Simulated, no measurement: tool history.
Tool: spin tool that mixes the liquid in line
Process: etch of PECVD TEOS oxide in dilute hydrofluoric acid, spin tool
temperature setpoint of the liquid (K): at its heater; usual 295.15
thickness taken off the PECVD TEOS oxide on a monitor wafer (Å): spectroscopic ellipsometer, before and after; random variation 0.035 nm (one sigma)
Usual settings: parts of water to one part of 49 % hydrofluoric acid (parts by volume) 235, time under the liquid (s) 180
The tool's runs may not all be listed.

run	hour	temperature setpoint of the liquid (K)	parts of water to one part of 49 % hydrofluoric acid (parts by volume)	time under the liquid (s)	read-back film thickness of the PECVD TEOS oxide reference wafer, read on the same gauge (nm)	thickness taken off the PECVD TEOS oxide on a monitor wafer (Å)
1	0	295.15	235	180	109.95	53.4
2	38.2	295.15	195	180	110.02	67.5
3	66.5	295.15	195	180	109.98	67.4
4	150.9	295.15	235	180	109.98	53.8
5	285.9	295.15	235	180	110.02	53.7
6	339	295.15	235	180	110.05	53.7
7	363.4	295.15	185	180	109.95	71.1
8	417.2	295.15	235	180	110	53.5
9	452.3	295.15	235	180	109.97	53.9
# hour 521.3: thermometer replaced
10	541.5	293.65	235	180	110.02	50.7
11	579.4	290.65	290	265	110.04	51.3
12	616.7	293.15	140	225	110.03	114.7
13	655.7	295.15	235	75	109.96	22.1
14	704.5	299.15	345	150	110.01	31.8
15	735.9	295.15	235	180	109.98	54
# hour 747.9: gauge calibrated
16	764.8	291.65	235	180	109.99	46.6
17	808.6	295.15	205	275	109.99	97.5
18	857.2	295.15	175	180	110.01	76.6
# hour 894.3: hydrofluoric acid flow meter replaced
19	905.5	298.65	140	180	109.98	113.2
20	968.9	298.65	280	180	109.97	48.6
21	994.8	299.65	170	215	109.99	111.9
22	1045.1	295.15	280	180	110.02	43.2
23	1083.8	295.15	235	180	110.02	53.5
24	1146.7	298.15	275	180	109.97	49.4
25	1218.6	300.15	200	180	109.96	78.7
26	1281.1	295.15	235	180	110.01	54.4
27	1317.7	295.15	235	180	109.99	53.4
28	1345.9	299.65	345	140	109.95	29.9
29	1393.8	295.15	195	180	109.96	67.2
30	1446.6	293.15	125	280	110.05	163.9
31	1506.1	290.15	275	90	110.02	18.3
32	1545.2	293.65	235	110	110	31.2

5 ways to go on from here, each from the tool as it stands after run 32. What would each give?
A	1545.7	295.15	235	130	?	?
B	1545.7	291.15	235	115	?	?
C	1545.7	299.65	235	285	?	?
D	1545.7	297.15	310	180	?	?
E	1545.7	292.15	235	95	?	?

run	read-back film thickness of the PECVD TEOS oxide reference wafer, read on the same gauge (nm)	thickness taken off the PECVD TEOS oxide on a monitor wafer (Å)
A	109.98	39
B	109.98	29.7
C	109.98	100.6
D	109.98	40.9
E	109.98	25.5
Without the tool's hidden state the same runs would have given:
run	thickness taken off the PECVD TEOS oxide on a monitor wafer (Å)
A	39
B	29.7
C	100.6
D	40.9
E	25.5
